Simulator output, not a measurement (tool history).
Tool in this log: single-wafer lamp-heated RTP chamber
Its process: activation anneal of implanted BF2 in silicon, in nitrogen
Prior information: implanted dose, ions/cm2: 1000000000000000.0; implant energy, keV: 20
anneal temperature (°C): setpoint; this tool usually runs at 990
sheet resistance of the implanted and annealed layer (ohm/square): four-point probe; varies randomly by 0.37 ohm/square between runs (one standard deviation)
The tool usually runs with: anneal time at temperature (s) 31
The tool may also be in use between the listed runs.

run,hour,anneal temperature (°C),anneal time at temperature (s),wafers since the last listed run,wafers since the last pyrometer calibration,wafers since the reflector plate was cleaned,hours since the gauge calibration,"read-back reference wafer on the same gauge, sheet resistance",sheet resistance of the implanted and annealed layer (ohm/square)
1,0,990,31,0,4134,6686,869.1,198.99,181.98
# hour 225.4: reflector plate cleaned
2,242.3,990,31,3762,7896,271,1111.4,199.01,182.11
3,343.6,990,31,1626,9523,1898,1212.7,199.08,182.23
4,407.3,990,31,1022,10546,2921,1276.4,198.97,183.06
# hour 435.2: pyrometer window cleaned and pyrometer calibrated
5,468.3,990,31,851,531,3772,1337.4,199.07,182.58
6,531.4,980,31,1013,1544,4785,1400.5,198.92,197.29
7,586.5,980,31,884,2429,5670,1455.6,199.13,196.74
8,636.8,980,31,807,3237,6478,1505.9,198.99,196.54
9,699.9,990,31,1013,4250,7491,1569,198.92,182.8
10,765.5,970,36,1053,5304,8545,1634.6,199,208.13
11,809.9,970,36,713,6017,9258,1679,199.05,208.32
12,856.8,962,23,753,6770,10011,1725.9,198.93,233.62
13,924.6,971,39,1088,7859,11100,1793.7,198.94,203.68
# hour 981.9: reflector plate cleaned
14,982.4,990,31,799,8658,8,1851.5,198.95,182.36
15,1055.5,990,16,1173,9832,1182,1924.6,199.07,199.82
16,1121.5,990,16,1059,10892,2242,1990.6,198.97,199.36
# hour 1148.6: pyrometer window cleaned and pyrometer calibrated
# hour 1168.8: gauge calibrated
17,1223.5,1010,38,1509,1202,3751,54.7,199.04,154.23
18,1272.3,1008,20,783,1986,4535,103.5,198.91,171.47
19,1341,961,41,1103,3089,5638,172.2,198.92,219.85
20,1443.3,990,31,1642,4732,7281,274.5,199.02,182.01
21,1538.8,1011,18,1533,6266,8815,370,199.02,170.82
22,1587.7,1014,22,785,7051,9600,418.9,199.09,162.42
23,1674.7,990,31,1397,8448,10997,505.9,199.05,182.73
24,1732.3,990,31,925,9373,11922,563.5,198.96,182.94
# hour 1742.7: reflector plate cleaned
25,1791.6,990,31,823,10197,785,622.8,198.91,182.7
# hour 1812.4: pyrometer window cleaned and pyrometer calibrated
26,1878.9,973,46,1273,1068,2058,710.1,199.01,195.64
27,1970.7,990,31,1474,2542,3532,801.9,199.01,182.8
28,2007.6,975,23,592,3134,4125,838.8,198.97,212.07
29,2090,966,46,1323,4458,5448,921.2,198.96,207.4
30,2166,1006,31,1220,5678,6669,997.2,198.98,162.99
31,2259.9,1010,36,1507,7186,8177,1091.1,198.93,155.18
32,2348.2,990,31,1418,8604,9595,1179.4,198.98,182.53
# hour 2400.2: reflector plate cleaned
33,2452.3,1008,20,1543,10148,836,1283.5,199,171.2
# hour 2486: pyrometer window cleaned and pyrometer calibrated
34,2529.3,961,31,1108,695,1944,1360.5,198.97,227.92

Forecast run 35:
35,2598.1,976,42,1104,1799,3049,1429.3,?,?

read-back reference wafer on the same gauge, sheet resistance: 198.93
sheet resistance of the implanted and annealed layer (ohm/square): 193.99
Were there no unlogged condition in the tool, this run, its random variation unchanged, would have produced sheet resistance of the implanted and annealed layer (ohm/square) 193.99.
